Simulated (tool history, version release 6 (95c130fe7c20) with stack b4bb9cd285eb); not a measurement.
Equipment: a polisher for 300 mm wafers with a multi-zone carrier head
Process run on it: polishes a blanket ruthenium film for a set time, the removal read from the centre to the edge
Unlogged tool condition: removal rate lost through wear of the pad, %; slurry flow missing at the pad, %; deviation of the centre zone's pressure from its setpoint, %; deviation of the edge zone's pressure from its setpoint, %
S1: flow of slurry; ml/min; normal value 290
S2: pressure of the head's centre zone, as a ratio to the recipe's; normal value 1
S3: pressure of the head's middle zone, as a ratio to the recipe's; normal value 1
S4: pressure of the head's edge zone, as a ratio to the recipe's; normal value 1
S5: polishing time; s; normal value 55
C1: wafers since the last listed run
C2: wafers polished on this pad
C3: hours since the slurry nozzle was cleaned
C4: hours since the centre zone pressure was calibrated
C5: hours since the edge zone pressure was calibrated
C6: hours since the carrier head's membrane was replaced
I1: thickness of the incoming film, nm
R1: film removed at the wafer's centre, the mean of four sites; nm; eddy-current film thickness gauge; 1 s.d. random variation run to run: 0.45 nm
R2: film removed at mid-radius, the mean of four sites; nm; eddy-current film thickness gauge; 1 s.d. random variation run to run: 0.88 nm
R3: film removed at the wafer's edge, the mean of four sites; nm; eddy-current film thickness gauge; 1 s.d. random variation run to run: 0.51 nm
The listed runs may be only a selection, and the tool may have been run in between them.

run    day   S1    S2    S3    S4  S5   C1    C2     C3     C4     C5      C6     I1    R1    R2    R3
  1      0  360     1     1     1  55    0   834    170    588  267.7   978.3  465.3  69.6  68.5  71.2
  2  0.638  290     1     1     1  55  103   937  185.3  603.3    283   993.6  467.7  68.4  66.3  69.4
  3  1.188  290     1     1     1  55   89  1027  198.5  616.5  296.2  1006.8  479.4  67.7    67  69.5
  4  1.779  290     1     1     1  55   96  1123  212.7  630.7  310.4    1021  472.8  68.5  66.6  69.1
  5  2.304  290     1     1  0.97  55   85  1208  225.3  643.3    323  1033.6  463.2  66.8  64.2    68
  6  2.929  290     1     1     1  48  101  1310  240.3  658.3    338  1048.6  464.2  58.5  58.3  59.9
  7  3.338  220     1     1     1  55   66  1377  250.1  668.1  347.8  1058.4  466.5  63.3  61.6  65.9
     3.596  -- edge zone pressure recalibrated
  8  3.633  290     1     1     1  46   34  1411  257.2  675.2    0.9  1065.5  472.4  55.6  55.1  57.4
     4.321  -- worn pad replaced by a new one
  9  4.367  290     1     1     1  46   92     7  274.8  692.8   18.5  1083.1    462  55.1  54.9  56.6
 10  4.842  290     1     1     1  55   77    85  286.2  704.2   29.9  1094.5  471.9  65.2  63.7  67.9
 11  5.212  380     1     1     1  70   60   145  295.1  713.1   38.8  1103.4  471.5  86.2    85  89.7
     5.283  -- slurry nozzle cleaned
 12  5.538  290     1     1     1  55   46   191    6.1  720.9   46.6  1111.2  467.2  70.1  67.3  70.5
 13  5.908  290     1     1  1.11  55   60   251     15  729.8   55.5  1120.1  470.4  69.3    69  73.7
     6.196  -- carrier head's membrane replaced by a new one
 14  6.362  355  1.09  1.07     1  42   39   291   25.9  740.7   66.4       4  478.5  58.3  56.2  54.9
 15  6.854  365  0.95     1     1  55   79   371   37.7  752.5   78.2    15.8  468.4  68.6  67.5  72.7

The next listed run, before its measurement:
     7.217  -- centre zone pressure recalibrated
 16  7.258  290  1.08   1   1  55  52  423  47.4   1  87.9  25.5  462.6   ?   ?   ?

{"run 16": {"R1": 74.2, "R2": 67.2, "R3": 69.8}}
Were there no unlogged condition in the tool, this run, its random variation unchanged, would have produced R1 74.5 nm, R2 67.5 nm, R3 70 nm.
